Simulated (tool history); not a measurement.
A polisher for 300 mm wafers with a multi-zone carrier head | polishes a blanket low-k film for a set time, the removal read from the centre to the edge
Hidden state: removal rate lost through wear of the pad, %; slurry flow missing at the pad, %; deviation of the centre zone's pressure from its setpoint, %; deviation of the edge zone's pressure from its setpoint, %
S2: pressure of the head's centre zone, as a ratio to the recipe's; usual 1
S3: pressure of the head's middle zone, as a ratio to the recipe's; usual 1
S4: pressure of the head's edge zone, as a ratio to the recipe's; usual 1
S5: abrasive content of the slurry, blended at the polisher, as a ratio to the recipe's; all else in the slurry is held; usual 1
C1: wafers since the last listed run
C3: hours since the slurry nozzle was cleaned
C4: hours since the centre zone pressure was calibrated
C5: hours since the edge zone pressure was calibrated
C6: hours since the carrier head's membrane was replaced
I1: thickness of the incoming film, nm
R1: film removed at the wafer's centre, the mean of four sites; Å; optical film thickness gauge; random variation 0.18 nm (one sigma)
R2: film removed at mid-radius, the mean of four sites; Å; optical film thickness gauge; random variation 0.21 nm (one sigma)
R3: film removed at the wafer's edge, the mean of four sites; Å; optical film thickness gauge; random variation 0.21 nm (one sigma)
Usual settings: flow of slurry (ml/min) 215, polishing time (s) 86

Run 1, hour 0: usual settings but S3 0.97; C1 0; wafers polished on this pad 40; C3 406; C4 655.4; C5 307.8; C6 517.9; I1 612.3. Result: R1 159 Å, R2 154 Å, R3 159 Å.
Run 2, hour 51.7: usual settings but S3 0.97; C1 393; wafers polished on this pad 433; C3 457.7; C4 707.1; C5 359.5; C6 569.6; I1 593.2. Result: R1 155 Å, R2 152 Å, R3 160 Å.
Run 3, hour 105.5: usual settings; C1 409; wafers polished on this pad 842; C3 511.5; C4 760.9; C5 413.3; C6 623.4; I1 598.8. Result: R1 152 Å, R2 153 Å, R3 156 Å.
At hour 139.5: centre zone pressure recalibrated.
Run 4, hour 192.5: usual settings but flow of slurry (ml/min) 255, S5 0.9; C1 646; wafers polished on this pad 1489; C3 598.5; C4 53; C5 500.3; C6 710.4; I1 600.1. Result: R1 147 Å, R2 151 Å, R3 146 Å.
Run 5, hour 248.5: usual settings; C1 426; wafers polished on this pad 1915; C3 654.5; C4 109; C5 556.3; C6 766.4; I1 606. Result: R1 153 Å, R2 147 Å, R3 150 Å.
Run 6, hour 308.4: usual settings; C1 455; wafers polished on this pad 2371; C3 714.4; C4 168.9; C5 616.2; C6 826.3; I1 598.7. Result: R1 149 Å, R2 153 Å, R3 153 Å.
At hour 339.6: worn pad replaced by a new one.
Run 7, hour 369.6: usual settings; C1 435; wafers polished on this pad 228; C3 775.6; C4 230.1; C5 677.4; C6 887.5; I1 595.7. Result: R1 159 Å, R2 161 Å, R3 157 Å.
At hour 448.6: slurry nozzle cleaned.
At hour 627.5: worn pad replaced by a new one.
Run 8, hour 636.8: usual settings; C1 1994; wafers polished on this pad 71; C3 188.2; C4 497.3; C5 944.6; C6 1154.7; I1 590.2. Result: R1 157 Å, R2 162 Å, R3 162 Å.
Run 9, hour 711.1: usual settings; C1 565; wafers polished on this pad 636; C3 262.5; C4 571.6; C5 1018.9; C6 1229; I1 602.3. Result: R1 153 Å, R2 157 Å, R3 155 Å.
Run 10, hour 814: usual settings; C1 782; wafers polished on this pad 1419; C3 365.4; C4 674.5; C5 1121.8; C6 1331.9; I1 603.9. Result: R1 152 Å, R2 152 Å, R3 153 Å.
At hour 835.2: carrier head's membrane replaced by a new one.
Run 11, hour 858.8: usual settings but S2 1.08; C1 302; wafers polished on this pad 1721; C3 410.2; C4 719.3; C5 1166.6; C6 23.6; I1 594.4. Result: R1 161 Å, R2 151 Å, R3 149 Å.
At hour 921.6: worn pad replaced by a new one.
Run 12, hour 935.7: usual settings; C1 554; wafers polished on this pad 106; C3 487.1; C4 796.2; C5 1243.5; C6 100.5; I1 591. Result: R1 158 Å, R2 160 Å, R3 159 Å.
At hour 949.6: edge zone pressure recalibrated.
Run 13, hour 1001: usual settings but S3 1.06; C1 481; wafers polished on this pad 588; C3 552.4; C4 861.5; C5 51.4; C6 165.8; I1 602. Result: R1 153 Å, R2 164 Å, R3 158 Å.
At hour 1038.8: centre zone pressure recalibrated.
Run 14, hour 1069.5: usual settings; C1 505; wafers polished on this pad 1094; C3 620.9; C4 30.7; C5 119.9; C6 234.3; I1 609. Result: R1 151 Å, R2 153 Å, R3 153 Å.
Run 15, hour 1151.5: usual settings but S2 0.92, S3 1.04, S5 0.75; C1 623; wafers polished on this pad 1718; C3 702.9; C4 112.7; C5 201.9; C6 316.3; I1 599.1. Result: R1 119 Å, R2 136 Å, R3 134 Å.
At hour 1187.8: slurry nozzle cleaned.
Run 16, hour 1192: usual settings but flow of slurry (ml/min) 185; C1 300; wafers polished on this pad 2018; C3 4.2; C4 153.2; C5 242.4; C6 356.8; I1 607.2. Result: R1 144 Å, R2 146 Å, R3 150 Å.
Run 17, hour 1243.6: usual settings but S2 1.11; C1 392; wafers polished on this pad 2411; C3 55.8; C4 204.8; C5 294; C6 408.4; I1 590.6. Result: R1 167 Å, R2 151 Å, R3 148 Å.
At hour 1274.9: worn pad replaced by a new one.
Run 18, hour 1283.4: usual settings; C1 272; wafers polished on this pad 65; C3 95.6; C4 244.6; C5 333.8; C6 448.2; I1 606.2. Result: R1 159 Å, R2 157 Å, R3 164 Å.
Run 19, hour 1354: usual settings; C1 537; wafers polished on this pad 602; C3 166.2; C4 315.2; C5 404.4; C6 518.8; I1 593.5. Result: R1 152 Å, R2 152 Å, R3 156 Å.
Run 20, hour 1399.4: usual settings but S2 1.1, S4 0.91, S5 1.1, polishing time (s) 109; C1 345; wafers polished on this pad 947; C3 211.6; C4 360.6; C5 449.8; C6 564.2; I1 603. Result: R1 221 Å, R2 204 Å, R3 202 Å.
Run 21, hour 1494.6: usual settings but flow of slurry (ml/min) 180; C1 724; wafers polished on this pad 1671; C3 306.8; C4 455.8; C5 545; C6 659.4; I1 598.1. Result: R1 145 Å, R2 142 Å, R3 148 Å.

4 ways to go on from here, each from the tool as it stands after run 21. What would each give?
Run A, hour 1495: usual settings but S4 0.92; C1 3; wafers polished on this pad 1674; C3 307.2; C4 456.2; C5 545.4; C6 659.8; I1 600.7. Result: R1 ?, R2 ?, R3 ?.
Run B, hour 1495: usual settings but S5 1.2; C1 3; wafers polished on this pad 1674; C3 307.2; C4 456.2; C5 545.4; C6 659.8; I1 600.7. Result: R1 ?, R2 ?, R3 ?.
Run C, hour 1495: usual settings but flow of slurry (ml/min) 165, S2 1.03; C1 3; wafers polished on this pad 1674; C3 307.2; C4 456.2; C5 545.4; C6 659.8; I1 600.7. Result: R1 ?, R2 ?, R3 ?.
Run D, hour 1495: usual settings but flow of slurry (ml/min) 175, S3 0.94, S5 0.9, polishing time (s) 73; C1 3; wafers polished on this pad 1674; C3 307.2; C4 456.2; C5 545.4; C6 659.8; I1 600.7. Result: R1 ?, R2 ?, R3 ?.

run   R1   R2   R3
  A  150  152  147
  B  162  164  164
  C  148  146  147
  D  117  113  119
Without the tool's hidden state the same runs would have given:
run   R1   R2   R3
  A  160  163  158
  B  174  176  176
  C  159  157  158
  D  125  121  128

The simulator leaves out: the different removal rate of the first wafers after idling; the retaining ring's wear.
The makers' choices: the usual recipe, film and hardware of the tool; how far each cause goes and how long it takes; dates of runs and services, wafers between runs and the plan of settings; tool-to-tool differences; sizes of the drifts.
